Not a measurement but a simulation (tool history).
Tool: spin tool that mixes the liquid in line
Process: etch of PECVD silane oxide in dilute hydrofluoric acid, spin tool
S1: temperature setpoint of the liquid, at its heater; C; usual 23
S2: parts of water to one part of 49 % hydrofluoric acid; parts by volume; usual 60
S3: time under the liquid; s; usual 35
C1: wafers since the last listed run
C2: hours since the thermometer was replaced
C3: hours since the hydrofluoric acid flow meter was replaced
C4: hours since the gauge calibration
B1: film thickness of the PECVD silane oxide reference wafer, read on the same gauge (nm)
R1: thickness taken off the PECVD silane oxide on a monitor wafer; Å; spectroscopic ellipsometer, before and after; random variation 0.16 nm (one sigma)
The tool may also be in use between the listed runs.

run,hour,S1,S2,S3,C1,C2,C3,C4,B1,R1
1,0,22,60,20,0,249,1069.7,295.3,150,176.2
2,51.7,22,60,20,777,300.7,1121.4,347,149.99,177.1
# hour 113.6: hydrofluoric acid flow meter replaced
3,143.4,22,60,20,1364,392.4,29.8,438.7,150,178.1
4,218.4,23,60,25,1128,467.4,104.8,513.7,149.98,236.2
# hour 272: thermometer replaced
5,277.6,23,60,25,875,5.6,164,572.9,149.96,222.9
6,382.9,23,60,25,1584,110.9,269.3,678.2,149.96,226.9
7,474.4,23,60,35,1376,202.4,360.8,769.7,150.01,321
8,538.9,23,70,30,970,266.9,425.3,834.2,150.05,235
9,625,23,70,30,1295,353,511.4,920.3,150,238.6
10,730.7,23,65,35,1590,458.7,617.1,1026,150.02,303.3
11,772.9,23,65,35,634,500.9,659.3,1068.2,149.96,302.8
# hour 812.9: thermometer replaced
# hour 856.3: gauge calibrated
12,890.7,23,60,35,1757,77.8,777.1,34.4,150.01,314.7
13,1000.6,23,60,35,1653,187.7,887,144.3,150,316
14,1070,21,30,25,1044,257.1,956.4,213.7,149.97,437
# hour 1151.5: hydrofluoric acid flow meter replaced
15,1163.8,21,40,25,1396,350.9,12.3,307.5,150.04,329.9
16,1269,23,35,35,1582,456.1,117.5,412.7,150.01,576.2
17,1316.7,18.5,60,35,717,503.8,165.2,460.4,150.01,271.3
18,1386.4,24.5,80,25,1048,573.5,234.9,530.1,149.95,184.9
# hour 1466.6: thermometer replaced
19,1485.9,18.5,85,20,1481,19.3,334.4,629.6,150.02,101.7
20,1580.9,27,60,35,1429,114.3,429.4,724.6,149.99,372.9
21,1665.4,25.5,60,15,1271,198.8,513.9,809.1,149.99,152.1
22,1723.4,23,30,50,872,256.8,571.9,867.1,150.01,963.1
23,1795.9,27,80,55,1090,329.3,644.4,939.6,149.99,433
24,1865.1,23,60,35,1041,398.5,713.6,1008.8,149.96,327.7
# hour 1866.2: gauge calibrated
25,1926.3,23,45,35,920,459.7,774.8,60.1,150.01,445.8

Some steps in R1 between neighbouring runs. How much of each would the tool show without its hidden state too (settings, what came in, random variation), and how much is left for the hidden state, with any gauge scatter that isn't in both results?
The hidden state here: liquid hotter than its thermometer reads (K); hydrofluoric acid flow below the setpoint (%); gauge reads high (%).
Run 21 -> 22: S1 25.5 -> 23, S2 60 -> 30, S3 15 -> 50. R1 +811 Å: hidden state +33, all else +778.
Run 22 -> 23: S1 23 -> 27, S2 30 -> 80, S3 50 -> 55. R1 -530.1 Å: hidden state -18.5, all else -511.6.
